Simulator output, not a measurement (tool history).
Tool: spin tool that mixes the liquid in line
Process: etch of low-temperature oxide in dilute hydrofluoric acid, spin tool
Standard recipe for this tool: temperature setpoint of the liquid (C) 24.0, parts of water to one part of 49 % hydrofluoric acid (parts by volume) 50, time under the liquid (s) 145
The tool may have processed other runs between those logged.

run     day  temperature setpoint of the liquid (C)  parts of water to one part of 49 % hydrofluoric acid (parts by volume)  time under the liquid (s)  wafers since the last listed run  hours since the thermometer was replaced  hours since the hydrofluoric acid flow meter was replaced  hours since the gauge calibration  read-back film thickness of the low-temperature oxide reference wafer, read on the same gauge (nm)  thickness taken off the low-temperature oxide on a monitor wafer (nm)
  1   0.000                                    24.0                                                                      50                        145                                 0                                    1176.8                                                     1953.8                             1939.3                                                                                              109.99                                                                  59.15
  2   2.604                                    24.0                                                                      60                        145                               583                                    1239.3                                                     2016.3                             2001.8                                                                                              110.03                                                                  48.94
  3   3.933                                    24.0                                                                      60                        145                               297                                    1271.2                                                     2048.2                             2033.7                                                                                              110.02                                                                  48.84
  4   5.879                                    25.0                                                                      50                        120                               436                                    1317.9                                                     2094.9                             2080.4                                                                                              110.02                                                                  50.98
  5   7.367                                    25.0                                                                      50                        120                               333                                    1353.6                                                     2130.6                             2116.1                                                                                              110.01                                                                  50.87
  6   9.129                                    24.0                                                                      65                        205                               395                                    1395.9                                                     2172.9                             2158.4                                                                                              109.99                                                                  63.91
  7  11.171                                    24.0                                                                      65                        205                               457                                    1444.9                                                     2221.9                             2207.4                                                                                              109.98                                                                  63.56
     12.050  -- thermometer replaced
  8  13.367                                    22.5                                                                      50                        145                               482                                      31.6                                                     2274.6                             2260.1                                                                                              109.98                                                                  56.42
     13.371  -- gauge calibrated
  9  15.512                                    22.5                                                                      50                        145                               481                                      83.1                                                     2326.1                               51.4                                                                                              110.02                                                                  56.46
 10  18.396                                    22.5                                                                      50                        145                               646                                     152.3                                                     2395.3                              120.6                                                                                              110.00                                                                  56.22
 11  19.567                                    26.0                                                                      30                         90                               262                                     180.4                                                     2423.4                              148.7                                                                                              110.00                                                                  68.81
 12  20.971                                    24.0                                                                      40                        115                               314                                     214.1                                                     2457.1                              182.4                                                                                              110.01                                                                  60.06
 13  23.158                                    24.0                                                                      35                         90                               490                                     266.6                                                     2509.6                              234.9                                                                                              110.01                                                                  54.09
     24.521  -- hydrofluoric acid flow meter replaced
 14  25.067                                    20.5                                                                      50                        145                               418                                     312.4                                                       13.1                              280.7                                                                                              110.02                                                                  50.15
 15  27.088                                    24.0                                                                      50                        145                               453                                     360.9                                                       61.6                              329.2                                                                                              110.01                                                                  57.85
 16  29.346                                    27.0                                                                      70                        170                               506                                     415.1                                                      115.8                              383.4                                                                                              110.00                                                                  53.57
 17  30.633                                    24.0                                                                      70                         70                               288                                     446.0                                                      146.7                              414.3                                                                                              110.01                                                                  19.51
 18  32.962                                    24.0                                                                      35                        145                               522                                     501.9                                                      202.6                              470.2                                                                                              110.01                                                                  85.29
 19  34.154                                    24.0                                                                      50                        145                               267                                     530.5                                                      231.2                              498.8                                                                                              109.98                                                                  58.33
 20  36.796                                    20.0                                                                      40                        225                               592                                     593.9                                                      294.6                              562.2                                                                                              109.99                                                                  96.76
 21  38.433                                    24.0                                                                      50                        145                               367                                     633.2                                                      333.9                              601.5                                                                                              110.00                                                                  57.98
 22  40.996                                    24.0                                                                      40                        200                               574                                     694.7                                                      395.4                              663.0                                                                                              109.99                                                                 101.67
 23  42.825                                    22.5                                                                      40                         65                               410                                     738.6                                                      439.3                              706.9                                                                                              110.00                                                                  30.98
 24  44.979                                    22.0                                                                      30                        145                               482                                     790.3                                                      491.0                              758.6                                                                                              110.01                                                                  92.28
 25  47.279                                    28.5                                                                      35                        210                               515                                     845.5                                                      546.2                              813.8                                                                                              110.01                                                                 149.25
 26  48.650                                    27.0                                                                      50                        185                               307                                     878.4                                                      579.1                              846.7                                                                                              109.99                                                                  84.19
 27  50.908                                    26.5                                                                      25                         95                               506                                     932.6                                                      633.3                              900.9                                                                                              110.00                                                                  87.89
 28  52.675                                    24.0                                                                      50                        145                               396                                     975.0                                                      675.7                              943.3                                                                                              110.01                                                                  58.33
 29  53.942                                    20.0                                                                      60                        215                               283                                    1005.4                                                      706.1                              973.7                                                                                              110.01                                                                  60.69
 30  56.883                                    21.0                                                                      35                        185                               659                                    1076.0                                                      776.7                             1044.3                                                                                              110.00                                                                  95.83
 31  58.083                                    21.0                                                                      35                        210                               269                                    1104.8                                                      805.5                             1073.1                                                                                              110.01                                                                 109.14
 32  59.671                                    24.0                                                                      50                        145                               355                                    1142.9                                                      843.6                             1111.2                                                                                              109.99                                                                  58.47

Run-by-run hidden state of the tool:
liquid colder than its thermometer reads (K): 0 at every run
gauge reads high (%): 0 at every run
H1: hydrofluoric acid flow above the setpoint (%)
run     H1
  1      3
  2   3.09
  3   3.14
  4   3.21
  5   3.26
  6   3.32
  7    3.4
  8   3.47
  9   3.55
 10   3.65
 11   3.69
 12   3.74
 13   3.82
 14  0.528
 15    0.6
 16  0.679
 17  0.725
 18  0.807
 19  0.849
 20  0.943
 21      1
 22   1.09
 23   1.16
 24   1.23
 25   1.31
 26   1.36
 27   1.44
 28    1.5
 29   1.55
 30   1.65
 31    1.7
 32   1.75
